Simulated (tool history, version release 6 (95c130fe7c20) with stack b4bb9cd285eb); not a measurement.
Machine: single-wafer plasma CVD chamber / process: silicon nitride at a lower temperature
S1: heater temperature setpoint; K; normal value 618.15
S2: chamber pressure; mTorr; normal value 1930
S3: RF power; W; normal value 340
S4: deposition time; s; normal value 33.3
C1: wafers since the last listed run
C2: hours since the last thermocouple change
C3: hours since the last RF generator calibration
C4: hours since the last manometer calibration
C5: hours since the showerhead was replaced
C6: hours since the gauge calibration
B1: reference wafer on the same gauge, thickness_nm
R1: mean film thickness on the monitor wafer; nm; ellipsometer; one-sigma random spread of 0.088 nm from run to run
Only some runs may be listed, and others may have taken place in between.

run 1 day=0.000 | S1=618.15 S2=1930 S3=340 S4=33.3 | C1=0 C2=117.8 C3=129.1 C4=8.6 C5=0.5 C6=720.3 | B1=43.304 | R1=41.839
run 2 day=0.133 | S1=608.15 S2=2170 S3=340 S4=33.3 | C1=51 C2=121.0 C3=132.3 C4=11.8 C5=3.7 C6=723.5 | B1=43.289 | R1=42.611
run 3 day=0.892 | S1=608.15 S2=2170 S3=340 S4=33.3 | C1=291 C2=139.2 C3=150.5 C4=30.0 C5=21.9 C6=741.7 | B1=43.284 | R1=42.607
run 4 day=2.321 | S1=608.15 S2=2170 S3=340 S4=33.3 | C1=549 C2=173.5 C3=184.8 C4=64.3 C5=56.2 C6=776.0 | B1=43.321 | R1=42.792
run 5 day=2.833 | S1=618.15 S2=1930 S3=340 S4=33.3 | C1=196 C2=185.8 C3=197.1 C4=76.6 C5=68.5 C6=788.3 | B1=43.304 | R1=41.768
-- day=3.183 RF generator calibrated, repeated, since the last time left the tool worse
run 6 day=3.762 | S1=618.15 S2=1930 S3=340 S4=33.3 | C1=228 C2=208.1 C3=13.9 C4=98.9 C5=90.8 C6=810.6 | B1=43.312 | R1=43.394
run 7 day=4.600 | S1=618.15 S2=1930 S3=340 S4=33.3 | C1=321 C2=228.2 C3=34.0 C4=119.0 C5=110.9 C6=830.7 | B1=43.278 | R1=43.177
run 8 day=5.871 | S1=622.15 S2=1930 S3=375 S4=31.1 | C1=488 C2=258.7 C3=64.5 C4=149.5 C5=141.4 C6=861.2 | B1=43.277 | R1=42.239
run 9 day=6.517 | S1=618.15 S2=1680 S3=340 S4=38.1 | C1=248 C2=274.2 C3=80.0 C4=165.0 C5=156.9 C6=876.7 | B1=43.312 | R1=48.714
run 10 day=7.871 | S1=625.15 S2=1680 S3=340 S4=33.3 | C1=520 C2=306.7 C3=112.5 C4=197.5 C5=189.4 C6=909.2 | B1=43.300 | R1=42.243
run 11 day=8.958 | S1=618.15 S2=1930 S3=340 S4=33.3 | C1=417 C2=332.8 C3=138.6 C4=223.6 C5=215.5 C6=935.3 | B1=43.309 | R1=43.418
run 12 day=12.438 | S1=627.15 S2=1930 S3=340 S4=37.2 | C1=1336 C2=416.3 C3=222.1 C4=307.1 C5=299.0 C6=1018.8 | B1=43.291 | R1=48.131
run 13 day=13.071 | S1=618.15 S2=2080 S3=340 S4=33.3 | C1=243 C2=431.5 C3=237.3 C4=322.3 C5=314.2 C6=1034.0 | B1=43.296 | R1=43.571
run 14 day=14.033 | S1=624.15 S2=2070 S3=360 S4=31.3 | C1=369 C2=454.6 C3=260.4 C4=345.4 C5=337.3 C6=1057.1 | B1=43.287 | R1=41.791
run 15 day=14.692 | S1=629.15 S2=2360 S3=360 S4=33.3 | C1=252 C2=470.4 C3=276.2 C4=361.2 C5=353.1 C6=1072.9 | B1=43.327 | R1=45.344
-- day=15.242 gauge calibrated
run 16 day=15.704 | S1=618.15 S2=1930 S3=340 S4=33.3 | C1=388 C2=494.7 C3=300.5 C4=385.5 C5=377.4 C6=11.1 | B1=43.276 | R1=43.109
run 17 day=16.242 | S1=618.15 S2=1930 S3=340 S4=33.3 | C1=206 C2=507.6 C3=313.4 C4=398.4 C5=390.3 C6=24.0 | B1=43.302 | R1=43.221
run 18 day=16.788 | S1=618.15 S2=1710 S3=375 S4=39.9 | C1=209 C2=520.7 C3=326.5 C4=411.5 C5=403.4 C6=37.1 | B1=43.295 | R1=53.123
run 19 day=17.575 | S1=611.15 S2=1510 S3=365 S4=31.2 | C1=302 C2=539.6 C3=345.4 C4=430.4 C5=422.3 C6=56.0 | B1=43.303 | R1=40.592
run 20 day=21.050 | S1=603.15 S2=1930 S3=340 S4=36.9 | C1=1335 C2=623.0 C3=428.8 C4=513.8 C5=505.7 C6=139.4 | B1=43.314 | R1=47.939
run 21 day=22.412 | S1=607.15 S2=1930 S3=340 S4=29.9 | C1=523 C2=655.7 C3=461.5 C4=546.5 C5=538.4 C6=172.1 | B1=43.307 | R1=38.745
run 22 day=23.008 | S1=618.15 S2=1930 S3=340 S4=36.0 | C1=228 C2=670.0 C3=475.8 C4=560.8 C5=552.7 C6=186.4 | B1=43.294 | R1=46.472
run 23 day=24.350 | S1=618.15 S2=2030 S3=340 S4=33.3 | C1=515 C2=702.2 C3=508.0 C4=593.0 C5=584.9 C6=218.6 | B1=43.305 | R1=43.362
run 24 day=25.500 | S1=618.15 S2=1930 S3=340 S4=33.3 | C1=441 C2=729.8 C3=535.6 C4=620.6 C5=612.5 C6=246.2 | B1=43.303 | R1=43.042
run 25 day=26.517 | S1=618.15 S2=1930 S3=340 S4=33.3 | C1=390 C2=754.2 C3=560.0 C4=645.0 C5=636.9 C6=270.6 | B1=43.312 | R1=42.965
run 26 day=27.821 | S1=618.15 S2=1930 S3=340 S4=33.3 | C1=501 C2=785.5 C3=591.3 C4=676.3 C5=668.2 C6=301.9 | B1=43.303 | R1=43.017
run 27 day=28.746 | S1=618.15 S2=1930 S3=340 S4=33.3 | C1=355 C2=807.7 C3=613.5 C4=698.5 C5=690.4 C6=324.1 | B1=43.299 | R1=42.875
run 28 day=29.525 | S1=623.15 S2=2320 S3=365 S4=35.8 | C1=299 C2=826.4 C3=632.2 C4=717.2 C5=709.1 C6=342.8 | B1=43.297 | R1=48.881

Predict each of these 5 candidate next runs independently; none follows another, all start after run 28:
run A day=29.542 | S1=618.15 S2=1930 S3=340 S4=30.3 | C1=6 C2=826.8 C3=632.6 C4=717.6 C5=709.5 C6=343.2 | B1=? | R1=?
run B day=29.542 | S1=618.15 S2=1930 S3=400 S4=38.4 | C1=6 C2=826.8 C3=632.6 C4=717.6 C5=709.5 C6=343.2 | B1=? | R1=?
run C day=29.542 | S1=614.15 S2=1580 S3=400 S4=33.3 | C1=6 C2=826.8 C3=632.6 C4=717.6 C5=709.5 C6=343.2 | B1=? | R1=?
run D day=29.542 | S1=626.15 S2=2220 S3=290 S4=33.3 | C1=6 C2=826.8 C3=632.6 C4=717.6 C5=709.5 C6=343.2 | B1=? | R1=?
run E day=29.542 | S1=610.15 S2=1930 S3=405 S4=33.3 | C1=6 C2=826.8 C3=632.6 C4=717.6 C5=709.5 C6=343.2 | B1=? | R1=?

run=A B1=43.308 R1=39.248
run=B B1=43.308 R1=53.783
run=C B1=43.308 R1=45.543
run=D B1=43.308 R1=40.546
run=E B1=43.308 R1=47.098
The same runs, with their run-to-run variation unchanged, on a tool lacking any hidden condition would have given:
run=A R1=39.827
run=B R1=54.576
run=C R1=46.214
run=D R1=41.179
run=E R1=47.793

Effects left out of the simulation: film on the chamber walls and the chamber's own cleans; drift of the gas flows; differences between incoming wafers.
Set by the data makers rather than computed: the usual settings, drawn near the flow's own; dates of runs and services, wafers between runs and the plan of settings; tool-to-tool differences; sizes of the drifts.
